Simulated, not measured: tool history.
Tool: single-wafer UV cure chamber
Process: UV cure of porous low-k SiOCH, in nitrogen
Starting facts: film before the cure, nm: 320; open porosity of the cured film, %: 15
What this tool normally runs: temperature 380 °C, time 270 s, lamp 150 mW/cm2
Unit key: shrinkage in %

Run 1, hour 0.0: usual settings. Result: shrinkage 10.650 %.
At hour 14.5: quartz window cleaned.
Run 2, hour 26.3: usual settings. Result: shrinkage 11.416 %.
Run 3, hour 57.6: usual settings. Result: shrinkage 10.917 %.
Run 4, hour 93.5: usual settings. Result: shrinkage 10.795 %.
Run 5, hour 127.0: usual settings. Result: shrinkage 10.675 %.
Run 6, hour 139.3: usual settings. Result: shrinkage 10.666 %.
Run 7, hour 161.9: usual settings. Result: shrinkage 10.523 %.
Run 8, hour 196.8: usual settings. Result: shrinkage 10.677 %.
At hour 225.8: quartz window cleaned.
Run 9, hour 228.4: usual settings. Result: shrinkage 11.226 %.
Run 10, hour 250.0: usual settings. Result: shrinkage 11.158 %.
Run 11, hour 268.1: usual settings but time 350 s. Result: shrinkage 12.446 %.
Run 12, hour 296.9: usual settings but time 350 s. Result: shrinkage 11.836 %.
Run 13, hour 331.1: usual settings but time 350 s. Result: shrinkage 11.873 %.
Run 14, hour 356.9: usual settings. Result: shrinkage 10.785 %.
Run 15, hour 419.6: usual settings but lamp 174 mW/cm2. Result: shrinkage 11.045 %.
Run 16, hour 453.7: usual settings but lamp 174 mW/cm2. Result: shrinkage 10.941 %.
Run 17, hour 481.1: usual settings but lamp 174 mW/cm2. Result: shrinkage 11.039 %.
At hour 508.9: quartz window cleaned.
Run 18, hour 509.4: usual settings but time 220 s. Result: shrinkage 10.770 %.
Run 19, hour 544.3: usual settings but time 220 s. Result: shrinkage 10.503 %.
At hour 586.5: UV bulbs replaced.
Run 20, hour 587.0: usual settings but time 220 s. Result: shrinkage 10.206 %.
Run 21, hour 595.3: usual settings. Result: shrinkage 10.909 %.
Run 22, hour 620.6: usual settings. Result: shrinkage 10.772 %.
Run 23, hour 655.7: usual settings. Result: shrinkage 10.652 %.
Run 24, hour 674.5: usual settings but temperature 397 °C, time 415 s, lamp 182 mW/cm2. Result: shrinkage 13.517 %.
Run 25, hour 705.5: usual settings but temperature 397 °C, lamp 127 mW/cm2. Result: shrinkage 10.391 %.
Run 26, hour 728.8: usual settings but temperature 394 °C, lamp 163 mW/cm2. Result: shrinkage 11.389 %.
At hour 741.1: quartz window cleaned.
Run 27, hour 757.4: usual settings but time 375 s. Result: shrinkage 12.888 %.
Run 28, hour 772.9: usual settings but temperature 398 °C, time 400 s. Result: shrinkage 13.060 %.
Run 29, hour 785.1: usual settings but temperature 372 °C, time 360 s, lamp 115 mW/cm2. Result: shrinkage 11.047 %.
Run 30, hour 804.7: usual settings but temperature 361 °C. Result: shrinkage 10.642 %.
Run 31, hour 826.6: usual settings but temperature 390 °C, lamp 126 mW/cm2. Result: shrinkage 10.473 %.
Run 32, hour 845.9: usual settings but time 365 s. Result: shrinkage 11.961 %.
Run 33, hour 923.4: usual settings. Result: shrinkage 10.678 %.
Run 34, hour 954.4: usual settings but temperature 390 °C, lamp 136 mW/cm2. Result: shrinkage 10.435 %.
At hour 962.8: quartz window cleaned.
Run 35, hour 969.9: usual settings. Result: shrinkage 11.519 %.
Run 36, hour 982.4: usual settings but temperature 375 °C, lamp 138 mW/cm2. Result: shrinkage 10.680 %.
Run 37, hour 1006.2: usual settings but lamp 122 mW/cm2. Result: shrinkage 10.401 %.
Run 38, hour 1037.5: usual settings but temperature 398 °C, time 400 s. Result: shrinkage 12.771 %.
Run 39, hour 1071.5: usual settings but time 220 s. Result: shrinkage 10.141 %.
Run 40, hour 1084.9: usual settings but temperature 360 °C. Result: shrinkage 10.417 %.
Run 41, hour 1120.0: usual settings. Result: shrinkage 10.703 %.
Run 42, hour 1141.3: usual settings but temperature 367 °C, time 420 s. Result: shrinkage 12.175 %.
Run 43, hour 1166.0: usual settings but temperature 366 °C, time 390 s, lamp 182 mW/cm2. Result: shrinkage 12.732 %.
Run 44, hour 1179.0: usual settings but temperature 372 °C, time 180 s, lamp 133 mW/cm2. Result: shrinkage 8.708 %.
Run 45, hour 1198.3: usual settings but temperature 373 °C, time 400 s, lamp 127 mW/cm2. Result: shrinkage 11.320 %.
At hour 1212.3: quartz window cleaned.
Run 46, hour 1212.8: usual settings but temperature 374 °C, time 390 s, lamp 164 mW/cm2. Result: shrinkage 13.482 %.
Run 47, hour 1239.5: usual settings but temperature 389 °C, time 200 s, lamp 116 mW/cm2. Result: shrinkage 9.196 %.

What if the next run were any one of these 3? Each begins from the tool's condition after run 47:
Run A, hour 1240.0: usual settings but temperature 394 °C. Result: shrinkage ?.
Run B, hour 1240.0: usual settings but lamp 163 mW/cm2. Result: shrinkage ?.
Run C, hour 1240.0: usual settings but temperature 388 °C, time 395 s. Result: shrinkage ?.

run  shrinkage
  A     11.510
  B     11.621
  C     12.980
Stripped of hidden state, with their random variation kept, the same runs would have yielded:
run  shrinkage
  A     11.790
  B     11.901
  C     13.265

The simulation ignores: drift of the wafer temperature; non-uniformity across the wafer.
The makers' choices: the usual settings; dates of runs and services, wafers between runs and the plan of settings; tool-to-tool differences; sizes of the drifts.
